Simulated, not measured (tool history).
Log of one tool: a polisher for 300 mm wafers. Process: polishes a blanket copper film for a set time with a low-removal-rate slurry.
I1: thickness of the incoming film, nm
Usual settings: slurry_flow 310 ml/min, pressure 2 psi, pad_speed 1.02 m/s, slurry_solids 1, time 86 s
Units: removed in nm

Run 1, hour 0: usual settings but slurry_flow 360 ml/min; I1 1363.5. Result: removed 145.7 nm.
Run 2, hour 33.3: usual settings but slurry_flow 360 ml/min; I1 1363.7. Result: removed 144.4 nm.
Run 3, hour 55.7: usual settings; I1 1359.5. Result: removed 144.6 nm.
Run 4, hour 79.7: usual settings but pad_speed 1.3 m/s; I1 1365.2. Result: removed 183.4 nm.
At hour 91: slurry nozzle cleaned.
At hour 96: head pressure recalibrated.
Run 5, hour 99.6: usual settings but pad_speed 1.3 m/s; I1 1392. Result: removed 173.3 nm.
At hour 114.2: worn pad replaced by a new one.
Run 6, hour 117.5: usual settings but slurry_flow 225 ml/min; I1 1362.3. Result: removed 124.5 nm.
Run 7, hour 145.8: usual settings; I1 1388.6. Result: removed 125.3 nm.
Run 8, hour 162.9: usual settings; I1 1369.1. Result: removed 125.3 nm.
Run 9, hour 180.3: usual settings; I1 1352.9. Result: removed 128.5 nm.
Run 10, hour 208.9: usual settings; I1 1376.2. Result: removed 124.6 nm.
At hour 237.6: worn pad replaced by a new one, repeated, since the last time left the tool worse.
Run 11, hour 238.1: usual settings; I1 1357.8. Result: removed 145.5 nm.
Run 12, hour 320.4: usual settings but slurry_flow 360 ml/min, slurry_solids 0.9; I1 1375. Result: removed 142.3 nm.
Run 13, hour 337: usual settings; I1 1360. Result: removed 142 nm.
Run 14, hour 364.4: usual settings; I1 1346. Result: removed 140.7 nm.
Run 15, hour 391.4: usual settings but pad_speed 0.74 m/s; I1 1372.9. Result: removed 99.2 nm.
Run 16, hour 404.5: usual settings but slurry_flow 415 ml/min, pad_speed 0.72 m/s, slurry_solids 1.25; I1 1370.4. Result: removed 100.7 nm.
At hour 413.5: slurry blender recalibrated.
At hour 413.8: worn pad replaced by a new one.
Run 17, hour 420.2: usual settings but slurry_flow 365 ml/min, pressure 2.7 psi, pad_speed 1.18 m/s, slurry_solids 0.75; I1 1373.3. Result: removed 214.5 nm.
Run 18, hour 454.6: usual settings; I1 1390.5. Result: removed 147.3 nm.
Run 19, hour 478.9: usual settings but slurry_flow 365 ml/min, pad_speed 1.36 m/s, slurry_solids 0.9, time 76 s; I1 1398.1. Result: removed 167.1 nm.
Run 20, hour 492.8: usual settings but slurry_flow 230 ml/min, pad_speed 0.66 m/s, slurry_solids 1.2; I1 1365.2. Result: removed 94.3 nm.
Run 21, hour 517.9: usual settings but slurry_flow 275 ml/min; I1 1368.4. Result: removed 138.8 nm.
Run 22, hour 546.5: usual settings but slurry_flow 375 ml/min, time 97 s; I1 1372. Result: removed 159.9 nm.
At hour 570.9: worn pad replaced by a new one.
Run 23, hour 572.1: usual settings but slurry_solids 0.75; I1 1371.7. Result: removed 137.8 nm.
At hour 590.5: slurry nozzle cleaned.
Run 24, hour 594.6: usual settings but pressure 2.7 psi, time 114 s; I1 1391.8. Result: removed 257.5 nm.
At hour 604.9: head pressure recalibrated.
Run 25, hour 624.3: usual settings but slurry_flow 245 ml/min, pressure 1.7 psi, slurry_solids 0.8; I1 1371.5. Result: removed 113 nm.
Run 26, hour 646.7: usual settings but slurry_solids 0.75, time 73 s; I1 1361.6. Result: removed 112.7 nm.
Run 27, hour 661.9: usual settings but slurry_flow 390 ml/min; I1 1353.6. Result: removed 142.5 nm.
Run 28, hour 682.9: usual settings but slurry_flow 360 ml/min, pressure 1.8 psi, pad_speed 0.8 m/s, time 60 s; I1 1395.4. Result: removed 71.1 nm.
Run 29, hour 711.8: usual settings but slurry_flow 360 ml/min; I1 1376.9. Result: removed 139.2 nm.

Forecast each of these 5 alternatives for the next run:
Run A, hour 712.2: usual settings but slurry_solids 0.8; I1 1369.2. Result: removed ?.
Run B, hour 712.2: usual settings but pad_speed 1.12 m/s; I1 1369.2. Result: removed ?.
Run C, hour 712.2: usual settings but slurry_flow 280 ml/min, pressure 2.6 psi, pad_speed 0.72 m/s; I1 1369.2. Result: removed ?.
Run D, hour 712.2: usual settings but slurry_flow 360 ml/min, pressure 2.2 psi; I1 1369.2. Result: removed ?.
Run E, hour 712.2: usual settings but pressure 1.8 psi, pad_speed 1.36 m/s, time 62 s; I1 1369.2. Result: removed ?.

run  removed
  A    132.2
  B    152.6
  C    126.4
  D    154.8
  E    120.3
Without the tool's hidden state the same runs would have given:
run  removed
  A    138.8
  B    160.2
  C    132.7
  D    162.5
  E    126.2

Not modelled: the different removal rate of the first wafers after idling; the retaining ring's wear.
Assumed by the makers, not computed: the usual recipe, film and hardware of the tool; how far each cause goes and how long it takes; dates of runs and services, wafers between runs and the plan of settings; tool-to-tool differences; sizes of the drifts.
